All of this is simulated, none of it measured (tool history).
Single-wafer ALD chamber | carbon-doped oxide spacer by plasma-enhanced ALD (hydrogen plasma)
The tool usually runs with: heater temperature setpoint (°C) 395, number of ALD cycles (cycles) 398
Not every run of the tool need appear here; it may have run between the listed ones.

| run | hour | heater temperature setpoint (°C) | number of ALD cycles (cycles) | wafers since the last listed run | hours since the last thermocouple change | hours since the gauge calibration | read-back reference wafer on the same gauge, thickness_nm | mean film thickness on the monitor wafer (Å) |
|---|---|---|---|---|---|---|---|---|
| 1 | 0.0 | 403 | 398 | 0 | 2186.2 | 532.6 | 21.882 | 204.74 |
| 2 | 28.2 | 403 | 398 | 26 | 2214.4 | 560.8 | 21.911 | 204.45 |
| 3 | 60.7 | 395 | 398 | 30 | 2246.9 | 593.3 | 21.914 | 206.29 |
| 4 | 77.1 | 395 | 398 | 15 | 2263.3 | 609.7 | 21.891 | 205.32 |
| 5 | 91.7 | 388 | 398 | 13 | 2277.9 | 624.3 | 21.892 | 205.60 |
| 6 | 122.7 | 388 | 398 | 29 | 2308.9 | 655.3 | 21.898 | 205.95 |
| 7 | 140.0 | 388 | 398 | 16 | 2326.2 | 672.6 | 21.916 | 205.26 |
| 8 | 174.2 | 395 | 456 | 32 | 2360.4 | 706.8 | 21.920 | 236.79 |
| 9 | 200.0 | 395 | 456 | 24 | 2386.2 | 732.6 | 21.910 | 237.04 |
| 10 | 235.8 | 395 | 456 | 33 | 2422.0 | 768.4 | 21.906 | 235.86 |
| 11 | 254.1 | 392 | 398 | 17 | 2440.3 | 786.7 | 21.888 | 206.63 |
| 12 | 286.6 | 392 | 398 | 30 | 2472.8 | 819.2 | 21.907 | 205.71 |
| 13 | 300.1 | 395 | 442 | 12 | 2486.3 | 832.7 | 21.903 | 228.63 |
| 14 | 324.8 | 395 | 415 | 23 | 2511.0 | 857.4 | 21.891 | 215.24 |
| 15 | 350.6 | 395 | 398 | 24 | 2536.8 | 883.2 | 21.894 | 206.39 |
| 16 | 364.9 | 395 | 398 | 13 | 2551.1 | 897.5 | 21.919 | 207.02 |
| 17 | 388.7 | 395 | 398 | 22 | 2574.9 | 921.3 | 21.912 | 206.24 |
| 18 | 417.7 | 395 | 398 | 27 | 2603.9 | 950.3 | 21.900 | 205.89 |
| 19 | 444.6 | 395 | 398 | 25 | 2630.8 | 977.2 | 21.892 | 206.35 |
| 20 | 469.4 | 395 | 398 | 23 | 2655.6 | 1002.0 | 21.900 | 206.05 |
| 21 | 511.9 | 395 | 398 | 40 | 2698.1 | 1044.5 | 21.904 | 206.79 |
| 22 | 546.2 | 395 | 398 | 32 | 2732.4 | 1078.8 | 21.917 | 206.74 |
| 23 | 576.1 | 395 | 398 | 28 | 2762.3 | 1108.7 | 21.912 | 205.64 |
| 24 | 605.1 | 380 | 325 | 27 | 2791.3 | 1137.7 | 21.899 | 168.04 |
|  | 606.2 | gauge calibrated |
| 25 | 622.1 | 399 | 338 | 16 | 2808.3 | 15.9 | 21.901 | 174.96 |
| 26 | 639.0 | 384 | 458 | 15 | 2825.2 | 32.8 | 21.913 | 236.95 |
| 27 | 657.0 | 382 | 398 | 16 | 2843.2 | 50.8 | 21.893 | 205.78 |
| 28 | 680.8 | 395 | 398 | 22 | 2867.0 | 74.6 | 21.890 | 206.08 |
| 29 | 716.4 | 395 | 398 | 33 | 2902.6 | 110.2 | 21.908 | 205.21 |
| 30 | 745.9 | 395 | 432 | 27 | 2932.1 | 139.7 | 21.889 | 223.59 |
| 31 | 769.9 | 395 | 398 | 22 | 2956.1 | 163.7 | 21.905 | 205.78 |
| 32 | 805.3 | 403 | 374 | 33 | 2991.5 | 199.1 | 21.893 | 192.22 |
| 33 | 837.5 | 384 | 398 | 30 | 3023.7 | 231.3 | 21.901 | 206.29 |
| 34 | 873.0 | 395 | 430 | 33 | 3059.2 | 266.8 | 21.896 | 222.17 |
| 35 | 888.0 | 399 | 455 | 14 | 3074.2 | 281.8 | 21.897 | 234.73 |
| 36 | 900.9 | 383 | 358 | 12 | 3087.1 | 294.7 | 21.893 | 185.63 |
|  | 926.1 | thermocouple changed; heater temperature recalibrated |
| 37 | 926.5 | 408 | 398 | 16 | 0.4 | 320.3 | 21.881 | 200.80 |
| 38 | 958.9 | 399 | 398 | 30 | 32.8 | 352.7 | 21.905 | 206.00 |
| 39 | 987.0 | 385 | 352 | 26 | 60.9 | 380.8 | 21.891 | 182.61 |
| 40 | 1012.6 | 395 | 398 | 24 | 86.5 | 406.4 | 21.890 | 205.37 |
| 41 | 1034.3 | 406 | 339 | 20 | 108.2 | 428.1 | 21.898 | 172.80 |
| 42 | 1047.5 | 385 | 440 | 12 | 121.4 | 441.3 | 21.892 | 227.06 |
| 43 | 1129.6 | 386 | 370 | 77 | 203.5 | 523.4 | 21.894 | 190.92 |
| 44 | 1157.7 | 410 | 398 | 26 | 231.6 | 551.5 | 21.907 | 200.08 |
| 45 | 1186.0 | 382 | 358 | 26 | 259.9 | 579.8 | 21.902 | 185.33 |
| 46 | 1198.5 | 395 | 398 | 11 | 272.4 | 592.3 | 21.898 | 206.52 |

5 ways to go on from here, each from the tool as it stands after run 46. What would each give?
| A | 1199.5 | 395 | 398 | 0 | 273.4 | 593.3 | ? | ? |
| B | 1199.5 | 395 | 350 | 0 | 273.4 | 593.3 | ? | ? |
| C | 1199.5 | 389 | 456 | 0 | 273.4 | 593.3 | ? | ? |
| D | 1199.5 | 409 | 371 | 0 | 273.4 | 593.3 | ? | ? |
| E | 1199.5 | 390 | 374 | 0 | 273.4 | 593.3 | ? | ? |

| run | read-back reference wafer on the same gauge, thickness_nm | mean film thickness on the monitor wafer (Å) |
|---|---|---|
| A | 21.912 | 205.40 |
| B | 21.912 | 180.63 |
| C | 21.912 | 235.33 |
| D | 21.912 | 187.01 |
| E | 21.912 | 193.01 |
Without the tool's hidden state the same runs would have given:
| run | mean film thickness on the monitor wafer (Å) |
|---|---|
| A | 205.40 |
| B | 180.63 |
| C | 235.33 |
| D | 187.01 |
| E | 193.01 |

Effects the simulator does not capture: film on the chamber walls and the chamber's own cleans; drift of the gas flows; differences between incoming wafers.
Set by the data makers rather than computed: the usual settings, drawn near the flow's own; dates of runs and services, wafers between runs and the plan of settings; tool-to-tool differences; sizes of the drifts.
